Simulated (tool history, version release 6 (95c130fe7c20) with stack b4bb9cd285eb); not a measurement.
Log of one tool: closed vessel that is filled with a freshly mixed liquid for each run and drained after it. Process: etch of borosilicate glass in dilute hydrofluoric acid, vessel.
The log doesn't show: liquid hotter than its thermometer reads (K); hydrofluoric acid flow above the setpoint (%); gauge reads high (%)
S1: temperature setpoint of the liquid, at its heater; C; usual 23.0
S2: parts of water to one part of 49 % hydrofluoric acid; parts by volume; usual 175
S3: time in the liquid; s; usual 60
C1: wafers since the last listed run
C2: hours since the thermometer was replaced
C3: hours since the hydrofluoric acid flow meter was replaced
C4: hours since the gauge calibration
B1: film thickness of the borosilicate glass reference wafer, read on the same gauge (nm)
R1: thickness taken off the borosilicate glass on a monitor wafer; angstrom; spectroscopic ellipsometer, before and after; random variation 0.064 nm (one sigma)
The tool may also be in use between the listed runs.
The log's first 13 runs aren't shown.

| run | day | S1 | S2 | S3 | C1 | C2 | C3 | C4 | B1 | R1 |
|---|---|---|---|---|---|---|---|---|---|---|
| 14 | 13.733 | 25.0 | 175 | 60 | 1992 | 2454.6 | 1693.7 | 428.5 | 150.00 | 114.9 |
| 15 | 14.371 | 23.0 | 245 | 85 | 1265 | 2469.9 | 1709.0 | 443.8 | 149.98 | 101.5 |
| 16 | 15.667 | 23.0 | 245 | 85 | 2571 | 2501.0 | 1740.1 | 474.9 | 149.99 | 100.5 |
|  | 17.317 | thermometer replaced |
| 17 | 18.425 | 18.5 | 175 | 60 | 5391 | 26.6 | 1806.3 | 541.1 | 150.02 | 78.8 |
| 18 | 19.508 | 23.0 | 175 | 35 | 2150 | 52.6 | 1832.3 | 567.1 | 149.99 | 55.6 |
| 19 | 20.038 | 23.0 | 175 | 60 | 1050 | 65.3 | 1845.0 | 579.8 | 150.03 | 95.4 |
| 20 | 24.392 | 21.5 | 140 | 75 | 8641 | 169.8 | 1949.5 | 684.3 | 150.01 | 147.7 |
| 21 | 25.538 | 27.5 | 130 | 50 | 2274 | 197.3 | 1977.0 | 711.8 | 150.00 | 134.6 |
|  | 26.267 | gauge calibrated |
| 22 | 26.908 | 19.0 | 140 | 85 | 2720 | 230.2 | 2009.9 | 15.4 | 150.00 | 151.7 |
|  | 27.221 | hydrofluoric acid flow meter replaced |
| 23 | 28.250 | 18.5 | 100 | 75 | 2580 | 262.4 | 24.7 | 47.6 | 149.98 | 172.6 |
| 24 | 28.767 | 23.0 | 235 | 85 | 1025 | 274.8 | 37.1 | 60.0 | 150.01 | 86.5 |
| 25 | 29.346 | 23.0 | 175 | 60 | 1149 | 288.7 | 51.0 | 73.9 | 150.01 | 87.9 |
| 26 | 30.288 | 23.0 | 175 | 60 | 1868 | 311.3 | 73.6 | 96.5 | 150.01 | 88.1 |
| 27 | 31.158 | 23.0 | 125 | 75 | 1728 | 332.2 | 94.5 | 117.4 | 150.02 | 161.1 |
| 28 | 32.329 | 23.0 | 175 | 60 | 2323 | 360.3 | 122.6 | 145.5 | 149.99 | 89.4 |
| 29 | 33.446 | 28.0 | 225 | 85 | 2216 | 387.1 | 149.4 | 172.3 | 150.01 | 111.6 |
| 30 | 34.562 | 18.5 | 260 | 35 | 2216 | 413.9 | 176.2 | 199.1 | 149.99 | 27.1 |
| 31 | 35.492 | 20.0 | 255 | 85 | 1844 | 436.2 | 198.5 | 221.4 | 149.99 | 71.5 |
| 32 | 36.338 | 23.0 | 210 | 60 | 1678 | 456.5 | 218.8 | 241.7 | 150.01 | 71.5 |
| 33 | 37.567 | 20.0 | 145 | 60 | 2439 | 486.0 | 248.3 | 271.2 | 149.99 | 99.3 |

4 ways to go on from here, each from the tool as it stands after run 33. What would each give?
| A | 37.596 | 23.0 | 175 | 60 | 57 | 486.7 | 249.0 | 271.9 | ? | ? |
| B | 37.596 | 26.0 | 110 | 90 | 57 | 486.7 | 249.0 | 271.9 | ? | ? |
| C | 37.596 | 27.0 | 175 | 95 | 57 | 486.7 | 249.0 | 271.9 | ? | ? |
| D | 37.596 | 21.0 | 100 | 40 | 57 | 486.7 | 249.0 | 271.9 | ? | ? |

| run | B1 | R1 |
|---|---|---|
| A | 149.97 | 89.2 |
| B | 149.97 | 257.6 |
| C | 149.97 | 163.8 |
| D | 149.97 | 104.6 |
Without the tool's hidden state the same runs would have given:
| run | R1 |
|---|---|
| A | 85.7 |
| B | 247.4 |
| C | 157.4 |
| D | 100.4 |
